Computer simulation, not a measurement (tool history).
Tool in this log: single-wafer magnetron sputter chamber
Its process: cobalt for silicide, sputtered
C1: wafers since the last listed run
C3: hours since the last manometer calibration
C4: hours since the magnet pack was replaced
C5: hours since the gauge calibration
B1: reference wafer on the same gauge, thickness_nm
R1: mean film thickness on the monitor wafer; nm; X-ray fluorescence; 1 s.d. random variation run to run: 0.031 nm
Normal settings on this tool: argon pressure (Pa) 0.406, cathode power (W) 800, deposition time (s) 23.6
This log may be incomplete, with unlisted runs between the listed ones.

Run 1, hour 0: usual settings but argon pressure (Pa) 0.364; C1 0; wafers on the sputter target 4036; C3 1771.1; C4 10495.5; C5 955.7; B1 7.807. Result: R1 9.308 nm.
Run 2, hour 107: usual settings but argon pressure (Pa) 0.364; C1 3339; wafers on the sputter target 7376; C3 1878.1; C4 10602.5; C5 1062.7; B1 7.788. Result: R1 9.325 nm.
Run 3, hour 194.4: usual settings but argon pressure (Pa) 0.364; C1 2728; wafers on the sputter target 10104; C3 1965.5; C4 10689.9; C5 1150.1; B1 7.776. Result: R1 9.342 nm.
At hour 263.5: sputter target and shields replaced.
Run 4, hour 264.5: usual settings but cathode power (W) 900, deposition time (s) 25.8; C1 1938; wafers on the sputter target 31; C3 2035.6; C4 10760; C5 1220.2; B1 7.76. Result: R1 11.306 nm.
Run 5, hour 323.4: usual settings but cathode power (W) 900, deposition time (s) 25.8; C1 1838; wafers on the sputter target 1870; C3 2094.5; C4 10818.9; C5 1279.1; B1 7.746. Result: R1 11.159 nm.
Run 6, hour 379.1: usual settings but cathode power (W) 750; C1 1738; wafers on the sputter target 3608; C3 2150.2; C4 10874.6; C5 1334.8; B1 7.735. Result: R1 8.551 nm.
Run 7, hour 459.3: usual settings but cathode power (W) 750; C1 2503; wafers on the sputter target 6112; C3 2230.4; C4 10954.8; C5 1415; B1 7.716. Result: R1 8.536 nm.
Run 8, hour 519.3: usual settings but cathode power (W) 750; C1 1872; wafers on the sputter target 7984; C3 2290.4; C4 11014.8; C5 1475; B1 7.699. Result: R1 8.533 nm.
At hour 565.7: sputter target and shields replaced.
Run 9, hour 578.9: usual settings; C1 1610; wafers on the sputter target 410; C3 2350; C4 11074.4; C5 1534.6; B1 7.681. Result: R1 9.069 nm.
Run 10, hour 665.2: usual settings; C1 2693; wafers on the sputter target 3104; C3 2436.3; C4 11160.7; C5 1620.9; B1 7.66. Result: R1 9.022 nm.
Run 11, hour 740.7: usual settings; C1 2356; wafers on the sputter target 5461; C3 2511.8; C4 11236.2; C5 1696.4; B1 7.641. Result: R1 8.999 nm.
At hour 801.8: capacitance manometer re-zeroed and calibrated.
Run 12, hour 819.8: usual settings but deposition time (s) 20.1; C1 2219; wafers on the sputter target 7680; C3 18; C4 11315.3; C5 1775.5; B1 7.606. Result: R1 7.667 nm.
At hour 872.2: sputter target and shields replaced.
At hour 881.8: gauge calibrated.
Run 13, hour 907.8: usual settings but cathode power (W) 1000; C1 2497; wafers on the sputter target 1109; C3 106; C4 11403.3; C5 26; B1 7.923. Result: R1 11.727 nm.
Run 14, hour 973: usual settings but argon pressure (Pa) 0.321, cathode power (W) 650, deposition time (s) 26.4; C1 2035; wafers on the sputter target 3145; C3 171.2; C4 11468.5; C5 91.2; B1 7.91. Result: R1 8.658 nm.
At hour 994.8: magnet pack replaced.
Run 15, hour 1075.1: usual settings but argon pressure (Pa) 0.499, cathode power (W) 750, deposition time (s) 21.3; C1 2937; wafers on the sputter target 6082; C3 273.3; C4 80.3; C5 193.3; B1 7.911. Result: R1 7.75 nm.
At hour 1205.4: sputter target and shields replaced.
Run 16, hour 1306: usual settings but argon pressure (Pa) 0.364; C1 6957; wafers on the sputter target 3141; C3 504.2; C4 311.2; C5 424.2; B1 7.893. Result: R1 9.428 nm.
Run 17, hour 1354.1: usual settings but argon pressure (Pa) 0.559, deposition time (s) 21.2; C1 1501; wafers on the sputter target 4642; C3 552.3; C4 359.3; C5 472.3; B1 7.895. Result: R1 8.083 nm.
Run 18, hour 1402.2: usual settings but argon pressure (Pa) 0.526, cathode power (W) 750, deposition time (s) 20.1; C1 1501; wafers on the sputter target 6144; C3 600.4; C4 407.4; C5 520.4; B1 7.892. Result: R1 7.213 nm.
Run 19, hour 1465.4: usual settings but argon pressure (Pa) 0.302, cathode power (W) 850, deposition time (s) 20.9; C1 1972; wafers on the sputter target 8116; C3 663.6; C4 470.6; C5 583.6; B1 7.875. Result: R1 8.935 nm.
At hour 1510.2: sputter target and shields replaced.
Run 20, hour 1530.3: usual settings but argon pressure (Pa) 0.364; C1 1776; wafers on the sputter target 627; C3 728.5; C4 535.5; C5 648.5; B1 7.875. Result: R1 9.393 nm.
Run 21, hour 1573.8: usual settings but argon pressure (Pa) 0.262; C1 1357; wafers on the sputter target 1985; C3 772; C4 579; C5 692; B1 7.864. Result: R1 9.641 nm.
Run 22, hour 1656.8: usual settings; C1 2590; wafers on the sputter target 4576; C3 855; C4 662; C5 775; B1 7.862. Result: R1 9.272 nm.
Run 23, hour 1718.1: usual settings but cathode power (W) 700; C1 1913; wafers on the sputter target 6489; C3 916.3; C4 723.3; C5 836.3; B1 7.859. Result: R1 8.099 nm.

Each row is a separate what-if for the run after 23, all from the same tool condition, not one after another. Results?
Run A, hour 1718.5: usual settings but argon pressure (Pa) 0.337; C1 12; wafers on the sputter target 6502; C3 916.7; C4 723.7; C5 836.7; B1 ?. Result: R1 ?.
Run B, hour 1718.5: usual settings but argon pressure (Pa) 0.447, cathode power (W) 700; C1 12; wafers on the sputter target 6502; C3 916.7; C4 723.7; C5 836.7; B1 ?. Result: R1 ?.
Run C, hour 1718.5: usual settings but argon pressure (Pa) 0.318, cathode power (W) 600; C1 12; wafers on the sputter target 6502; C3 916.7; C4 723.7; C5 836.7; B1 ?. Result: R1 ?.
Run D, hour 1718.5: usual settings but argon pressure (Pa) 0.538, cathode power (W) 750, deposition time (s) 19.7; C1 12; wafers on the sputter target 6502; C3 916.7; C4 723.7; C5 836.7; B1 ?. Result: R1 ?.

run     B1     R1
  A  7.845   9.35
  B  7.845  7.988
  C  7.845  7.041
  D  7.845  7.005
Take away the tool's hidden state, keep each run's random variation, and the runs would have read:
run     R1
  A  9.395
  B  8.027
  C  7.076
  D   7.04

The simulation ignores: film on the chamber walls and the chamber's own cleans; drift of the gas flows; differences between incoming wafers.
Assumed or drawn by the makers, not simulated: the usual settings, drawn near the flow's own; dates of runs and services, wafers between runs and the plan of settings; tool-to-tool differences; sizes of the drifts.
